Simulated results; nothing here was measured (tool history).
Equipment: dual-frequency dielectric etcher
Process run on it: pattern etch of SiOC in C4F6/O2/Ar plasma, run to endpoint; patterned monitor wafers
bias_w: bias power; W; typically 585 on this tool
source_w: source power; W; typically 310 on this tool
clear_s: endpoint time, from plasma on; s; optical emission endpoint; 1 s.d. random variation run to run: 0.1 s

| run | day | bias_w | source_w | wafers since the last listed run | hours since the last wet clean | hours since the last bias power generator calibration | hours since the last source power generator calibration | hours since the last upper electrode change | incoming incoming film thickness, nm | clear_s |
|---|---|---|---|---|---|---|---|---|---|---|
| 1 | 0 | 688 | 310 | 0 | 298.3 | 3070.6 | 2329.7 | 1376.2 | 40.75 | 11.7 |
| 2 | 2.117 | 688 | 310 | 873 | 349.1 | 3121.4 | 2380.5 | 1427 | 40.66 | 11.6 |
|  | 4.054 | wet clean of the chamber |
| 3 | 5.096 | 688 | 310 | 816 | 25 | 3192.9 | 2452 | 1498.5 | 40.72 | 11.9 |
| 4 | 7.529 | 585 | 310 | 1004 | 83.4 | 3251.3 | 2510.4 | 1556.9 | 40.76 | 12.4 |
| 5 | 10.246 | 585 | 310 | 1121 | 148.6 | 3316.5 | 2575.6 | 1622.1 | 41.1 | 12.6 |
| 6 | 11.862 | 585 | 310 | 667 | 187.4 | 3355.3 | 2614.4 | 1660.9 | 40.9 | 12.3 |
| 7 | 13.4 | 660 | 340 | 634 | 224.3 | 3392.2 | 2651.3 | 1697.8 | 40.3 | 11.5 |
| 8 | 14.562 | 585 | 310 | 479 | 252.2 | 3420.1 | 2679.2 | 1725.7 | 40.53 | 12.4 |
| 9 | 18.362 | 585 | 310 | 1568 | 343.4 | 3511.3 | 2770.4 | 1816.9 | 40.76 | 12.5 |
|  | 19.562 | source power generator calibrated |
| 10 | 19.583 | 585 | 310 | 435 | 372.7 | 3540.6 | 0.5 | 1846.2 | 41.09 | 12.2 |
| 11 | 22.404 | 585 | 310 | 1164 | 440.4 | 3608.3 | 68.2 | 1913.9 | 40.42 | 12.2 |
|  | 23.996 | wet clean of the chamber |
| 12 | 25.179 | 585 | 310 | 732 | 28.4 | 3674.9 | 134.8 | 1980.5 | 40.23 | 11.8 |
| 13 | 26.342 | 585 | 310 | 479 | 56.3 | 3702.8 | 162.7 | 2008.4 | 40.43 | 11.8 |
|  | 27.825 | bias power generator calibrated |
| 14 | 27.867 | 628 | 270 | 560 | 92.9 | 1 | 199.3 | 2045 | 40.72 | 12.1 |
| 15 | 29.979 | 585 | 310 | 871 | 143.6 | 51.7 | 250 | 2095.7 | 40.76 | 11.8 |
| 16 | 32.912 | 495 | 280 | 1210 | 214 | 122.1 | 320.4 | 2166.1 | 40.62 | 12.7 |
| 17 | 35.504 | 445 | 250 | 1069 | 276.2 | 184.3 | 382.6 | 2228.3 | 40.85 | 13.3 |
|  | 38.946 | wet clean of the chamber, repeated, since the last time left the tool worse |
| 18 | 38.967 | 474 | 250 | 1016 | 0.5 | 267.4 | 465.7 | 2311.4 | 40.95 | 14.1 |
|  | 43.317 | upper electrode replaced |
| 19 | 45.088 | 728 | 310 | 2113 | 147.4 | 414.3 | 612.6 | 42.5 | 40.39 | 11.5 |
| 20 | 46.821 | 585 | 310 | 715 | 189 | 455.9 | 654.2 | 84.1 | 40.67 | 12.4 |
| 21 | 48.283 | 455 | 370 | 603 | 224.1 | 491 | 689.3 | 119.2 | 40.6 | 12.4 |

Predict the results of run 22:
| 22 | 50.767 | 488 | 260 | 1024 | 283.7 | 550.6 | 748.9 | 178.8 | 40.49 | ? |

{"run 22": {"clear_s": 13.5}}
Had the tool carried no hidden state, the very same run would have given clear_s 13.7 s.

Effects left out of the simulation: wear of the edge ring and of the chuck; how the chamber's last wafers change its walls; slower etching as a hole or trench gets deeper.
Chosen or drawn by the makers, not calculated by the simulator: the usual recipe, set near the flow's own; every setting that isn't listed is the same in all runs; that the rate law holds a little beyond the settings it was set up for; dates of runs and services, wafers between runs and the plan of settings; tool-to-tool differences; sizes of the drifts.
